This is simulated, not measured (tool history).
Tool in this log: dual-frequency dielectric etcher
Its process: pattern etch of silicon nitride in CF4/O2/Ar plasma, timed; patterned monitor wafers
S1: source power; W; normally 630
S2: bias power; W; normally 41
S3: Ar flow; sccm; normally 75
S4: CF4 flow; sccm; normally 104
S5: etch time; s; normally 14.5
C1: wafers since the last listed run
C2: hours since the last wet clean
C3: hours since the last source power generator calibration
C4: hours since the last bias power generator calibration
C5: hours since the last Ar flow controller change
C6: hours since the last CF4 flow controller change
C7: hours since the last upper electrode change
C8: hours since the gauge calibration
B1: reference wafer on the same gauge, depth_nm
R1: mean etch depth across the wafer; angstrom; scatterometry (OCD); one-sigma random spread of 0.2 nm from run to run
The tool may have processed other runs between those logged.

run,hour,S1,S2,S3,S4,S5,C1,C2,C3,C4,C5,C6,C7,C8,B1,R1
1,0.0,630,41,75,104,14.5,0,367.8,4323.0,258.2,161.9,169.3,4831.0,203.8,30.18,341.8
# hour 36.4: wet clean of the chamber
2,36.9,630,41,67,94,17.0,220,0.5,4359.9,295.1,198.8,206.2,4867.9,240.7,30.26,388.2
3,49.7,500,41,83,82,12.0,218,13.3,4372.7,307.9,211.6,219.0,4880.7,253.5,30.28,224.1
4,67.4,630,41,85,104,14.5,302,31.0,4390.4,325.6,229.3,236.7,4898.4,271.2,30.23,330.3
# hour 89.2: source power generator calibrated
5,140.3,550,41,58,104,14.5,1177,103.9,51.1,398.5,302.2,309.6,4971.3,344.1,30.31,315.8
6,156.9,490,41,75,94,14.5,283,120.5,67.7,415.1,318.8,326.2,4987.9,360.7,30.08,279.4
7,181.6,580,41,66,111,10.5,422,145.2,92.4,439.8,343.5,350.9,5012.6,385.4,30.26,238.2
8,206.3,630,41,75,104,14.5,422,169.9,117.1,464.5,368.2,375.6,5037.3,410.1,30.24,336.4
# hour 264.2: upper electrode replaced
9,264.7,630,41,75,104,14.5,588,228.3,175.5,522.9,426.6,434.0,0.5,468.5,30.20,340.2
10,274.5,630,41,75,104,11.5,167,238.1,185.3,532.7,436.4,443.8,10.3,478.3,30.21,268.4
11,305.3,630,41,75,90,14.5,526,268.9,216.1,563.5,467.2,474.6,41.1,509.1,30.21,333.4
12,323.3,790,45,75,104,14.5,307,286.9,234.1,581.5,485.2,492.6,59.1,527.1,30.18,419.4
13,348.2,550,41,66,114,14.5,425,311.8,259.0,606.4,510.1,517.5,84.0,552.0,30.18,316.1
14,378.7,590,41,75,104,14.5,521,342.3,289.5,636.9,540.6,548.0,114.5,582.5,30.31,322.8
# hour 403.6: wet clean of the chamber
15,404.1,630,41,75,82,18.0,23,0.5,314.9,662.3,566.0,573.4,139.9,607.9,30.18,400.2
16,411.6,630,45,61,89,18.5,128,8.0,322.4,669.8,573.5,580.9,147.4,615.4,30.08,446.7
17,431.8,630,41,75,104,14.5,345,28.2,342.6,690.0,593.7,601.1,167.6,635.6,30.32,329.9
18,458.9,630,41,75,104,14.5,463,55.3,369.7,717.1,620.8,628.2,194.7,662.7,30.31,334.9
19,489.2,480,41,83,104,18.0,518,85.6,400.0,747.4,651.1,658.5,225.0,693.0,30.19,342.4
20,502.9,630,41,89,104,11.0,234,99.3,413.7,761.1,664.8,672.2,238.7,706.7,30.25,249.1
21,534.0,630,41,75,104,14.5,531,130.4,444.8,792.2,695.9,703.3,269.8,737.8,30.16,335.3
22,552.5,630,41,65,88,12.0,316,148.9,463.3,810.7,714.4,721.8,288.3,756.3,30.24,281.0

What if the next run were any one of these 3? Each begins from the tool's condition after run 22:
A,552.9,470,41,75,104,14.5,6,149.3,463.7,811.1,714.8,722.2,288.7,756.7,?,?
B,552.9,540,38,75,104,10.5,6,149.3,463.7,811.1,714.8,722.2,288.7,756.7,?,?
C,552.9,630,34,75,104,14.5,6,149.3,463.7,811.1,714.8,722.2,288.7,756.7,?,?

run,B1,R1
A,30.28,272.2
B,30.28,209.2
C,30.28,306.2
Without the tool's hidden state the same runs would have given:
run,R1
A,270.5
B,207.8
C,304.2
